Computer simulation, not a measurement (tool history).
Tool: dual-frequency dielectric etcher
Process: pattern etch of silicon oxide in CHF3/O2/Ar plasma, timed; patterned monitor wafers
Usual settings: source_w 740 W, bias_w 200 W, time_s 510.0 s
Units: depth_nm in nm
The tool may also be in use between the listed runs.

run	day	source_w	bias_w	time_s	wafers since the last listed run	hours since the last wet clean	hours since the last source power generator calibration	hours since the last bias power generator calibration	hours since the last upper electrode change	hours since the gauge calibration	read-back reference wafer on the same gauge, depth_nm	depth_nm
1	0.000	740	200	436.5	0	262.3	1255.2	2724.2	2509.9	572.7	1210.0	960.1
2	1.367	740	200	510.0	140	295.1	1288.0	2757.0	2542.7	605.5	1208.7	1123.0
3	2.779	740	200	510.0	144	329.0	1321.9	2790.9	2576.6	639.4	1210.2	1123.9
4	3.596	740	200	510.0	83	348.6	1341.5	2810.5	2596.2	659.0	1211.2	1122.6
5	4.242	740	200	510.0	66	364.1	1357.0	2826.0	2611.7	674.5	1209.5	1122.3
6	5.142	740	200	510.0	92	385.7	1378.6	2847.6	2633.3	696.1	1209.0	1107.9
7	5.850	740	200	510.0	72	402.7	1395.6	2864.6	2650.3	713.1	1209.4	1129.1
8	6.754	800	200	510.0	92	424.4	1417.3	2886.3	2672.0	734.8	1210.6	1158.3
9	7.775	800	200	510.0	104	448.9	1441.8	2910.8	2696.5	759.3	1210.6	1165.7
10	8.954	800	200	510.0	120	477.2	1470.1	2939.1	2724.8	787.6	1210.0	1158.1
11	9.733	740	200	510.0	79	495.9	1488.8	2957.8	2743.5	806.3	1210.1	1119.4
# day 11.667: wet clean of the chamber
12	11.688	740	200	436.5	97	0.5	1535.7	3004.7	2790.4	853.2	1209.5	960.4
13	12.596	610	217	641.0	93	22.3	1557.5	3026.5	2812.2	875.0	1210.5	1312.1
14	13.112	740	200	510.0	53	34.7	1569.9	3038.9	2824.6	887.4	1208.4	1130.9
# day 13.679: source power generator calibrated
15	13.725	680	159	421.0	45	49.4	1.1	3053.6	2839.3	902.1	1210.7	840.2
# day 13.967: gauge calibrated
16	14.662	890	227	382.5	96	71.9	23.6	3076.1	2861.8	16.7	1210.7	950.1
17	15.379	740	200	660.0	73	89.1	40.8	3093.3	2879.0	33.9	1210.2	1447.4
18	16.292	740	200	399.0	93	111.0	62.7	3115.2	2900.9	55.8	1210.4	875.4
# day 16.975: bias power generator calibrated
19	17.500	670	219	639.0	106	140.0	91.7	12.6	2929.9	84.8	1209.9	1370.3
20	18.371	740	200	510.0	89	160.9	112.6	33.5	2950.8	105.7	1211.1	1121.3
# day 20.375: upper electrode replaced
21	20.396	740	200	560.5	105	209.5	161.2	82.1	0.5	154.3	1209.4	1233.6
22	20.462	650	232	406.0	6	211.1	162.8	83.7	2.1	155.9	1210.0	871.5
23	21.900	870	200	556.0	147	245.6	197.3	118.2	36.6	190.4	1210.7	1325.6
24	23.283	740	185	510.0	141	278.8	230.5	151.4	69.8	223.6	1210.6	1098.3
25	23.821	790	213	510.0	55	291.7	243.4	164.3	82.7	236.5	1210.1	1181.3
26	24.721	800	200	510.0	92	313.3	265.0	185.9	104.3	258.1	1211.3	1161.4
27	25.225	690	218	623.5	51	325.4	277.1	198.0	116.4	270.2	1209.6	1357.8
28	26.271	610	200	510.0	107	350.5	302.2	223.1	141.5	295.3	1209.6	1021.5
29	27.412	680	243	510.0	117	377.9	329.6	250.5	168.9	322.7	1210.8	1140.8
30	28.804	860	185	415.5	142	411.3	363.0	283.9	202.3	356.1	1210.7	966.6

Hidden state at the last listed run before each entry between runs and at the first one after, where it differs:
Between runs 11 and 12: wet clean of the chamber (day 11.667)
  no hidden state differs between the two runs
Between runs 14 and 15: source power generator calibrated (day 13.679)
  no hidden state differs between the two runs
Between runs 15 and 16: gauge calibrated (day 13.967)
  no hidden state differs between the two runs
Between runs 18 and 19: bias power generator calibrated (day 16.975)
  no hidden state differs between the two runs
Between runs 20 and 21: upper electrode replaced (day 20.375)
  no hidden state differs between the two runs
